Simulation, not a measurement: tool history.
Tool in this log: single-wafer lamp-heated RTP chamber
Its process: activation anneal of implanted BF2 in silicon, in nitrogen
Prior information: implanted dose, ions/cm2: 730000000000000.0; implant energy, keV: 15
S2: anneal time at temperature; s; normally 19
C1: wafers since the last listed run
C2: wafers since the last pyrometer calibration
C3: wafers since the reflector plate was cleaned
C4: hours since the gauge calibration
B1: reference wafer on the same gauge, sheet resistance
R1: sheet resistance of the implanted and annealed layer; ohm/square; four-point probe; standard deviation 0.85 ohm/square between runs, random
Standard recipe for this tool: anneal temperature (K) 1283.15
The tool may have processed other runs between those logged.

Run 1, day 0.000: usual settings but anneal temperature (K) 1273.15, S2 16 s; C1 0; C2 6249; C3 2435; C4 883.6; B1 265.99. Result: R1 240.38 ohm/square.
Run 2, day 3.117: usual settings but anneal temperature (K) 1273.15, S2 16 s; C1 1236; C2 7486; C3 3672; C4 958.4; B1 266.01. Result: R1 240.87 ohm/square.
At day 5.596: pyrometer window cleaned and pyrometer calibrated.
Run 3, day 6.262: usual settings; C1 1115; C2 265; C3 4788; C4 1033.9; B1 266.08. Result: R1 222.72 ohm/square.
Run 4, day 9.692: usual settings; C1 1360; C2 1625; C3 6148; C4 1116.2; B1 265.95. Result: R1 222.32 ohm/square.
Run 5, day 12.904: usual settings; C1 1274; C2 2900; C3 7423; C4 1193.3; B1 265.97. Result: R1 220.26 ohm/square.
At day 13.904: reflector plate cleaned.
Run 6, day 15.462: usual settings; C1 882; C2 3783; C3 618; C4 1254.7; B1 265.98. Result: R1 223.11 ohm/square.
Run 7, day 17.738: usual settings; C1 902; C2 4685; C3 1521; C4 1309.3; B1 266.06. Result: R1 224.60 ohm/square.
Run 8, day 21.717: usual settings but anneal temperature (K) 1271.15, S2 14 s; C1 1578; C2 6264; C3 3100; C4 1404.8; B1 266.09. Result: R1 247.24 ohm/square.
At day 22.229: pyrometer window cleaned and pyrometer calibrated.
Run 9, day 26.175: usual settings but anneal temperature (K) 1271.15, S2 14 s; C1 1636; C2 1566; C3 4736; C4 1511.8; B1 266.08. Result: R1 245.51 ohm/square.
Run 10, day 30.342: usual settings; C1 1653; C2 3219; C3 6389; C4 1611.8; B1 266.13. Result: R1 222.28 ohm/square.
At day 31.696: reflector plate cleaned.
Run 11, day 33.683: usual settings; C1 1193; C2 4412; C3 789; C4 1692.0; B1 265.78. Result: R1 219.06 ohm/square.
Run 12, day 36.954: usual settings; C1 1297; C2 5710; C3 2086; C4 1770.5; B1 265.93. Result: R1 219.41 ohm/square.
Run 13, day 41.192: usual settings; C1 1681; C2 7391; C3 3767; C4 1872.2; B1 265.76. Result: R1 219.73 ohm/square.
At day 44.112: pyrometer window cleaned and pyrometer calibrated.
Run 14, day 44.204: usual settings; C1 1062; C2 36; C3 4830; C4 1944.5; B1 266.10. Result: R1 218.07 ohm/square.
At day 44.579: reflector plate cleaned, repeated, since the last time left the tool worse.
Run 15, day 45.850: usual settings; C1 520; C2 557; C3 504; C4 1984.0; B1 265.88. Result: R1 224.71 ohm/square.
Run 16, day 50.021: usual settings; C1 1654; C2 2211; C3 2159; C4 2084.1; B1 266.06. Result: R1 223.90 ohm/square.
Run 17, day 52.975: usual settings but anneal temperature (K) 1292.15, S2 22 s; C1 1172; C2 3384; C3 3331; C4 2155.0; B1 265.88. Result: R1 210.28 ohm/square.
Run 18, day 57.442: usual settings but anneal temperature (K) 1261.15, S2 29 s; C1 1772; C2 5156; C3 5103; C4 2262.2; B1 266.04. Result: R1 240.40 ohm/square.
At day 59.262: gauge calibrated.
Run 19, day 61.392: usual settings but anneal temperature (K) 1269.15, S2 24 s; C1 1567; C2 6723; C3 6670; C4 51.1; B1 266.11. Result: R1 231.83 ohm/square.
At day 61.996: reflector plate cleaned.
At day 65.138: pyrometer window cleaned and pyrometer calibrated.
Run 20, day 65.746: usual settings; C1 1462; C2 241; C3 1355; C4 155.6; B1 265.96. Result: R1 224.73 ohm/square.
Run 21, day 68.400: usual settings; C1 1053; C2 1294; C3 2408; C4 219.3; B1 266.15. Result: R1 225.09 ohm/square.
Run 22, day 72.167: usual settings; C1 1494; C2 2789; C3 3902; C4 309.7; B1 265.97. Result: R1 224.68 ohm/square.
Run 23, day 75.488: usual settings but anneal temperature (K) 1274.15, S2 12 s; C1 1317; C2 4106; C3 5220; C4 389.4; B1 266.08. Result: R1 246.91 ohm/square.
Run 24, day 78.842: usual settings but anneal temperature (K) 1264.15; C1 1330; C2 5437; C3 6550; C4 469.9; B1 265.91. Result: R1 247.79 ohm/square.
At day 80.754: reflector plate cleaned.
Run 25, day 82.433: usual settings but anneal temperature (K) 1298.15, S2 24 s; C1 1292; C2 6730; C3 665; C4 556.1; B1 265.95. Result: R1 203.61 ohm/square.
Run 26, day 84.925: usual settings but anneal temperature (K) 1313.15, S2 11 s; C1 988; C2 7718; C3 1654; C4 615.9; B1 265.77. Result: R1 209.89 ohm/square.
At day 87.054: pyrometer window cleaned and pyrometer calibrated.
Run 27, day 89.108: usual settings but anneal temperature (K) 1310.15, S2 27 s; C1 1527; C2 814; C3 3181; C4 716.3; B1 266.08. Result: R1 193.08 ohm/square.
Run 28, day 91.408: usual settings but S2 25 s; C1 912; C2 1727; C3 4093; C4 771.5; B1 265.96. Result: R1 216.99 ohm/square.
Run 29, day 95.671: usual settings but anneal temperature (K) 1312.15; C1 1691; C2 3418; C3 5785; C4 873.8; B1 265.82. Result: R1 195.28 ohm/square.

Each row is a separate what-if for the run after 29, all from the same tool condition, not one after another. Results?
Run A, day 95.688: usual settings but S2 26 s; C1 6; C2 3424; C3 5791; C4 874.2; B1 ?. Result: R1 ?.
Run B, day 95.688: usual settings but anneal temperature (K) 1309.15; C1 6; C2 3424; C3 5791; C4 874.2; B1 ?. Result: R1 ?.
Run C, day 95.688: usual settings but anneal temperature (K) 1293.15, S2 25 s; C1 6; C2 3424; C3 5791; C4 874.2; B1 ?. Result: R1 ?.

run      B1      R1
  A  266.03  214.50
  B  266.03  199.39
  C  266.03  206.08
The same runs, with their run-to-run variation unchanged, on a tool lacking any hidden condition would have given:
run      R1
  A  217.03
  B  201.30
  C  208.22

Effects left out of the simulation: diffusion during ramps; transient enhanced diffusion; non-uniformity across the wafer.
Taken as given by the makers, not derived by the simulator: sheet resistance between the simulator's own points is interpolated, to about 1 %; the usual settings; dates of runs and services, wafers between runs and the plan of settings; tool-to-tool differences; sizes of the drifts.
